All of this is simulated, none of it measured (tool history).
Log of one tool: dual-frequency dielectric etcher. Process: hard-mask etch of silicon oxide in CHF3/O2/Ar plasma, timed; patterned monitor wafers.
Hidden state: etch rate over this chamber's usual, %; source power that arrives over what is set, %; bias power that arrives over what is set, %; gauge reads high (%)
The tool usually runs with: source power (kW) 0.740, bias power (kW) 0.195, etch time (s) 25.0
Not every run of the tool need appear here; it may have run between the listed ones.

run    hour  source power (kW)  bias power (kW)  etch time (s)  wafers since the last listed run  hours since the last wet clean  hours since the last source power generator calibration  hours since the last bias power generator calibration  hours since the last upper electrode change  hours since the gauge calibration  read-back reference wafer on the same gauge, depth_nm  mean etch depth across the wafer (Å)
  1     0.0              0.740            0.229           25.0                                 0                           103.6                                                   2895.7                                                 3799.6                                       5200.2                              264.3                                                   52.4                                   646
  2    68.4              0.740            0.229           25.0                               731                           172.0                                                   2964.1                                                 3868.0                                       5268.6                              332.7                                                   52.4                                   642
  3   127.4              0.740            0.195           23.0                               630                           231.0                                                   3023.1                                                 3927.0                                       5327.6                              391.7                                                   52.4                                   541
  4   152.9              0.740            0.195           25.0                               272                           256.5                                                   3048.6                                                 3952.5                                       5353.1                              417.2                                                   52.4                                   582
  5   190.7              0.740            0.195           25.0                               404                           294.3                                                   3086.4                                                 3990.3                                       5390.9                              455.0                                                   52.5                                   582
  6   253.4              0.740            0.195           25.0                               670                           357.0                                                   3149.1                                                 4053.0                                       5453.6                              517.7                                                   52.3                                   583
  7   320.3              0.740            0.195           25.0                               715                           423.9                                                   3216.0                                                 4119.9                                       5520.5                              584.6                                                   52.5                                   574
  8   357.0              0.740            0.195           25.0                               392                           460.6                                                   3252.7                                                 4156.6                                       5557.2                              621.3                                                   52.4                                   575
  9   421.5              0.740            0.195           25.0                               689                           525.1                                                   3317.2                                                 4221.1                                       5621.7                              685.8                                                   52.4                                   574
      457.5  -- wet clean of the chamber
      460.0  -- source power generator calibrated
 10   469.3              0.740            0.195           25.0                               227                            11.8                                                      9.3                                                 4268.9                                       5669.5                              733.6                                                   52.5                                   604
 11   519.7              0.740            0.195           25.0                               538                            62.2                                                     59.7                                                 4319.3                                       5719.9                              784.0                                                   52.5                                   606
      562.7  -- upper electrode replaced
 12   572.4              0.740            0.195           25.0                               306                           114.9                                                    112.4                                                 4372.0                                          9.7                              836.7                                                   52.4                                   593
 13   615.9              0.740            0.195           25.0                               464                           158.4                                                    155.9                                                 4415.5                                         53.2                              880.2                                                   52.4                                   590
      644.1  -- gauge calibrated
 14   670.3              0.740            0.195           25.0                               581                           212.8                                                    210.3                                                 4469.9                                        107.6                               26.2                                                   52.4                                   588
 15   694.6              0.830            0.195           25.0                               259                           237.1                                                    234.6                                                 4494.2                                        131.9                               50.5                                                   52.4                                   637
 16   763.8              0.580            0.195           19.5                               739                           306.3                                                    303.8                                                 4563.4                                        201.1                              119.7                                                   52.4                                   386
 17   793.9              0.810            0.176           28.0                               321                           336.4                                                    333.9                                                 4593.5                                        231.2                              149.8                                                   52.5                                   651
 18   844.0              0.740            0.195           25.0                               535                           386.5                                                    384.0                                                 4643.6                                        281.3                              199.9                                                   52.4                                   581
      871.2  -- bias power generator calibrated
 19   901.8              0.800            0.151           22.0                               575                           444.3                                                    441.8                                                   30.6                                        339.1                              257.7                                                   52.3                                   459
 20   955.5              0.800            0.227           31.0                               573                           498.0                                                    495.5                                                   84.3                                        392.8                              311.4                                                   52.4                                   803
      983.9  -- wet clean of the chamber
 21  1026.2              0.740            0.224           30.5                               499                            42.3                                                    566.2                                                  155.0                                        463.5                              382.1                                                   52.4                                   785
 22  1074.1              0.620            0.195           25.0                               511                            90.2                                                    614.1                                                  202.9                                        511.4                              430.0                                                   52.4                                   529
 23  1107.4              0.740            0.195           29.0                               355                           123.5                                                    647.4                                                  236.2                                        544.7                              463.3                                                   52.4                                   684
 24  1139.2              0.570            0.223           25.0                               339                           155.3                                                    679.2                                                  268.0                                        576.5                              495.1                                                   52.5                                   534
 25  1198.2              0.660            0.147           25.0                               630                           214.3                                                    738.2                                                  327.0                                        635.5                              554.1                                                   52.4                                   466
 26  1229.2              0.740            0.195           25.0                               331                           245.3                                                    769.2                                                  358.0                                        666.5                              585.1                                                   52.4                                   592
 27  1267.0              0.740            0.195           25.0                               404                           283.1                                                    807.0                                                  395.8                                        704.3                              622.9                                                   52.4                                   581
 28  1300.9              0.670            0.195           17.5                               362                           317.0                                                    840.9                                                  429.7                                        738.2                              656.8                                                   52.4                                   383

Here are 5 independent what-if runs from the current tool condition. What would each one return?
  A  1301.3              0.740            0.195           25.0                                 4                           317.4                                                    841.3                                                  430.1                                        738.6                              657.2                                                      ?                                     ?
  B  1301.3              0.600            0.195           20.5                                 4                           317.4                                                    841.3                                                  430.1                                        738.6                              657.2                                                      ?                                     ?
  C  1301.3              0.740            0.195           17.5                                 4                           317.4                                                    841.3                                                  430.1                                        738.6                              657.2                                                      ?                                     ?
  D  1301.3              0.580            0.195           22.0                                 4                           317.4                                                    841.3                                                  430.1                                        738.6                              657.2                                                      ?                                     ?
  E  1301.3              0.800            0.237           27.0                                 4                           317.4                                                    841.3                                                  430.1                                        738.6                              657.2                                                      ?                                     ?

run  read-back reference wafer on the same gauge, depth_nm  mean etch depth across the wafer (Å)
  A                                                   52.4                                   588
  B                                                   52.4                                   421
  C                                                   52.4                                   412
  D                                                   52.4                                   441
  E                                                   52.4                                   737
What these runs would have given with no unlogged condition in the tool:
run  mean etch depth across the wafer (Å)
  A                                   609
  B                                   435
  C                                   426
  D                                   456
  E                                   763
